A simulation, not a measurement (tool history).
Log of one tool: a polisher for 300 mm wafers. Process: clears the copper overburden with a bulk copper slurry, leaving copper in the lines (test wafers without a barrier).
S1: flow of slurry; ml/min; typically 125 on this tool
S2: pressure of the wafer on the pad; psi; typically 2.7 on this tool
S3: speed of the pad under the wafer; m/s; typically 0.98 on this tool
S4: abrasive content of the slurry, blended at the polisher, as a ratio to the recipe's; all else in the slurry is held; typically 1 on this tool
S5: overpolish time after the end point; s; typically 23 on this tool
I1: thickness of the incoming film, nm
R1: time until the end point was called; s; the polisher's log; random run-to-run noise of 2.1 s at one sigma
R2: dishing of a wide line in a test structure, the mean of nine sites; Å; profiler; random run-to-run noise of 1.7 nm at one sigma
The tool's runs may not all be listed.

{"run": 1, "hour": 0.0, "S1": 125, "S2": 2.7, "S3": 0.98, "S4": 1, "S5": 23, "I1": 1221.9, "R1": 155.6, "R2": 944}
{"run": 2, "hour": 58.1, "S1": 125, "S2": 2.7, "S3": 0.98, "S4": 1, "S5": 23, "I1": 1225.1, "R1": 154.4, "R2": 944}
{"hour": 87.6, "done": "worn pad replaced by a new one"}
{"hour": 170.4, "done": "slurry blender recalibrated"}
{"run": 3, "hour": 263.7, "S1": 125, "S2": 2.7, "S3": 0.98, "S4": 1, "S5": 23, "I1": 1216, "R1": 156.1, "R2": 890}
{"run": 4, "hour": 298.0, "S1": 125, "S2": 2.7, "S3": 0.98, "S4": 1, "S5": 23, "I1": 1209, "R1": 158.2, "R2": 935}
{"hour": 323.6, "done": "worn pad replaced by a new one"}
{"hour": 341.1, "done": "head pressure recalibrated"}
{"run": 5, "hour": 364.8, "S1": 125, "S2": 2.7, "S3": 0.98, "S4": 1, "S5": 23, "I1": 1227, "R1": 168.6, "R2": 906}
{"run": 6, "hour": 405.5, "S1": 125, "S2": 2.7, "S3": 0.98, "S4": 1, "S5": 23, "I1": 1221.5, "R1": 161, "R2": 912}
{"run": 7, "hour": 456.1, "S1": 125, "S2": 2.7, "S3": 0.98, "S4": 1, "S5": 23, "I1": 1235.8, "R1": 166.2, "R2": 919}
{"run": 8, "hour": 481.0, "S1": 125, "S2": 2.7, "S3": 0.98, "S4": 1, "S5": 23, "I1": 1220.2, "R1": 163.8, "R2": 896}
{"run": 9, "hour": 535.6, "S1": 125, "S2": 2.7, "S3": 0.98, "S4": 1, "S5": 23, "I1": 1200.3, "R1": 160.7, "R2": 886}
{"hour": 549.1, "done": "worn pad replaced by a new one"}
{"hour": 579.5, "done": "slurry blender recalibrated"}
{"run": 10, "hour": 580.8, "S1": 125, "S2": 2.7, "S3": 0.98, "S4": 1, "S5": 23, "I1": 1205.3, "R1": 160.9, "R2": 917}
{"run": 11, "hour": 649.7, "S1": 125, "S2": 2.7, "S3": 0.98, "S4": 1, "S5": 23, "I1": 1197.8, "R1": 161.7, "R2": 912}
{"run": 12, "hour": 694.9, "S1": 110, "S2": 2.7, "S3": 0.98, "S4": 1, "S5": 23, "I1": 1203.7, "R1": 172.5, "R2": 860}
{"run": 13, "hour": 749.3, "S1": 125, "S2": 2.4, "S3": 0.98, "S4": 1.15, "S5": 34, "I1": 1213.2, "R1": 177.2, "R2": 1040}
{"run": 14, "hour": 778.4, "S1": 125, "S2": 2.7, "S3": 0.98, "S4": 1, "S5": 23, "I1": 1218.3, "R1": 164.8, "R2": 882}
{"hour": 790.7, "done": "worn pad replaced by a new one"}
{"hour": 807.1, "done": "slurry nozzle cleaned"}
{"run": 15, "hour": 818.8, "S1": 125, "S2": 2.3, "S3": 1.12, "S4": 0.75, "S5": 27, "I1": 1200.8, "R1": 166.9, "R2": 973}
{"run": 16, "hour": 848.5, "S1": 125, "S2": 2.7, "S3": 0.78, "S4": 1, "S5": 19, "I1": 1225.1, "R1": 176.3, "R2": 755}
{"hour": 904.1, "done": "head pressure recalibrated"}
{"hour": 979.9, "done": "slurry blender recalibrated"}
{"hour": 989.9, "done": "worn pad replaced by a new one"}
{"run": 17, "hour": 1024.4, "S1": 125, "S2": 2.7, "S3": 0.98, "S4": 1, "S5": 18, "I1": 1229.6, "R1": 159.1, "R2": 824}
{"run": 18, "hour": 1087.4, "S1": 125, "S2": 2.7, "S3": 0.72, "S4": 1, "S5": 33, "I1": 1226.4, "R1": 195.3, "R2": 1031}
{"run": 19, "hour": 1127.3, "S1": 115, "S2": 2.7, "S3": 0.66, "S4": 0.85, "S5": 23, "I1": 1217.3, "R1": 212.1, "R2": 745}

Pick out some run-to-run changes in R1. Of each, how much would a tool without hidden state show as well, from the settings, what came in and chance, and how much is left for the hidden state and any gauge scatter not in both results compared?
The tool's hidden condition here consists of: removal rate lost through wear of the pad, %; slurry flow missing at the pad, %; deviation of the head's pressure from its setpoint, %; abrasive missing from the slurry, %.
Run 14 -> 15: S2 2.7 -> 2.3, S3 0.98 -> 1.12, S4 1 -> 0.75, S5 23 -> 27, worn pad replaced by a new one, slurry nozzle cleaned. R1 +2.1 s: hidden state -16.5, all else +18.6.
Run 17 -> 18: S3 0.98 -> 0.72, S5 18 -> 33. R1 +36.2 s: hidden state +3.6, all else +32.6.
